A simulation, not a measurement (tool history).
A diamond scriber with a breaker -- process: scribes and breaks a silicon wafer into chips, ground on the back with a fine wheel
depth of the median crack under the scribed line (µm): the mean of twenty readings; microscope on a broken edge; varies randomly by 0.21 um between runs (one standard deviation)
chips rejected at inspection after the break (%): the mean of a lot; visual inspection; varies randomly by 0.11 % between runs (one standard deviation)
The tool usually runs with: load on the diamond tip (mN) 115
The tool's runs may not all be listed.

run	hour	load on the diamond tip (mN)	incoming depth of the damage left on the back of the incoming wafer, um	depth of the median crack under the scribed line (µm)	chips rejected at inspection after the break (%)
1	0.0	115	2.84	10.33	18.12
2	101.6	115	2.13	9.61	17.85
# hour 140.3: diamond tip replaced by a new one
3	404.7	92	2.02	8.76	38.56
4	495.6	92	2.66	8.53	40.44
# hour 521.7: diamond tip replaced by a new one, of another model than before
5	553.2	92	1.87	10.41	11.81
# hour 574.5: load on the tip recalibrated
6	648.2	108	2.76	10.27	12.99
7	727.6	91	2.52	9.05	31.56
8	833.4	115	2.45	9.88	21.77
9	875.2	106	2.72	9.01	25.85
10	938.7	133	2.01	10.19	13.63
# hour 979.4: diamond tip replaced by a new one
11	1017.8	136	2.88	12.32	2.75
12	1103.0	115	1.81	10.60	7.06
13	1201.1	144	2.52	11.75	3.44
14	1279.4	140	2.14	10.87	5.34

Alternative continuations, all from the tool just after run 14; predict every row:
A	1279.9	115	2.51	?	?
B	1279.9	124	2.51	?	?
C	1279.9	139	2.51	?	?
D	1279.9	83	2.51	?	?

run	depth of the median crack under the scribed line (µm)	chips rejected at inspection after the break (%)
A	9.73	14.07
B	10.04	10.35
C	10.56	5.78
D	8.56	33.17
Without the tool's unlogged condition, the same runs would have read:
run	depth of the median crack under the scribed line (µm)	chips rejected at inspection after the break (%)
A	11.61	2.04
B	11.99	2.36
C	12.61	4.46
D	10.22	8.58

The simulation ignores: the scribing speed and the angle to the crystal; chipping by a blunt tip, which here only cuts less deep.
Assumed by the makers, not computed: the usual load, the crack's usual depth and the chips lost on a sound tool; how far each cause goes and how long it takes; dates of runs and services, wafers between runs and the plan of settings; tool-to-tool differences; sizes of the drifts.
